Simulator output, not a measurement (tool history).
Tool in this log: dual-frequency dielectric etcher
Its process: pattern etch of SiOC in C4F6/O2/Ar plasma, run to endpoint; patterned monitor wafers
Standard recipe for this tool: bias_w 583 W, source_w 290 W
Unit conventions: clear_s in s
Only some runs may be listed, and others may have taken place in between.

run	day	bias_w	source_w	incoming incoming film thickness, nm	clear_s
1	0	583	290	32.29	10.5
2	0.508	583	260	32.39	10.9
3	1.033	583	260	32.33	10.8
4	1.475	583	260	32.06	10.8
5	1.804	520	290	31.94	10.8
6	2.092	520	290	32.33	10.9
7	3.375	520	290	32.38	11
8	3.721	583	290	32.04	10.5
9	4.217	583	340	32.11	10.1
10	5.046	583	240	32.59	11.1
11	5.625	583	240	32.1	11
12	6.025	486	310	32.15	10.9
13	6.438	486	310	32.41	11
14	6.775	486	310	31.9	10.8
15	7.45	583	290	32.06	10.5
16	8.142	454	310	32.06	11.1
17	8.729	520	250	32.18	11.3
18	9.158	703	320	32.21	9.9
19	9.479	505	250	32.24	11.4
20	10.95	583	290	32.35	10.5
21	10.967	719	230	32.46	10.4
22	11.196	583	290	32.16	10.4
23	12.312	719	350	32.25	9.4
24	12.621	509	290	32.15	10.8
25	13.188	678	350	32.58	9.7
26	13.712	465	290	32.07	10.9
27	14.138	583	290	32.45	10.5
28	14.767	465	290	32.17	10.9
29	15.05	518	350	32.14	10.2
30	15.446	505	250	31.85	11.1
31	16.088	583	290	32.51	10.6
32	17.638	725	270	32.12	10
33	18.192	665	260	32.39	10.4
34	18.742	514	230	32.01	11.3
35	19.342	583	290	32.26	10.5
36	19.667	669	350	32.09	9.6

Removed from this log: 4 entries logged between the listed runs. Between which two listed runs does each belong, and how does the tool's hidden state at the listed run before it compare with that at the listed run after it?
Runs 9 to 10: bias power generator calibrated (day 5.025)
  etch rate over this chamber's usual, %: -2.24 -> -2.34
Runs 12 to 13: source power generator calibrated (day 6.417)
  etch rate over this chamber's usual, %: -2.47 -> -2.52
Runs 19 to 20: wet clean of the chamber (day 10.929)
  etch rate over this chamber's usual, %: -2.9 -> -0.491
Runs 22 to 23: upper electrode replaced (day 12.292)
  etch rate over this chamber's usual, %: -0.521 -> -0.661

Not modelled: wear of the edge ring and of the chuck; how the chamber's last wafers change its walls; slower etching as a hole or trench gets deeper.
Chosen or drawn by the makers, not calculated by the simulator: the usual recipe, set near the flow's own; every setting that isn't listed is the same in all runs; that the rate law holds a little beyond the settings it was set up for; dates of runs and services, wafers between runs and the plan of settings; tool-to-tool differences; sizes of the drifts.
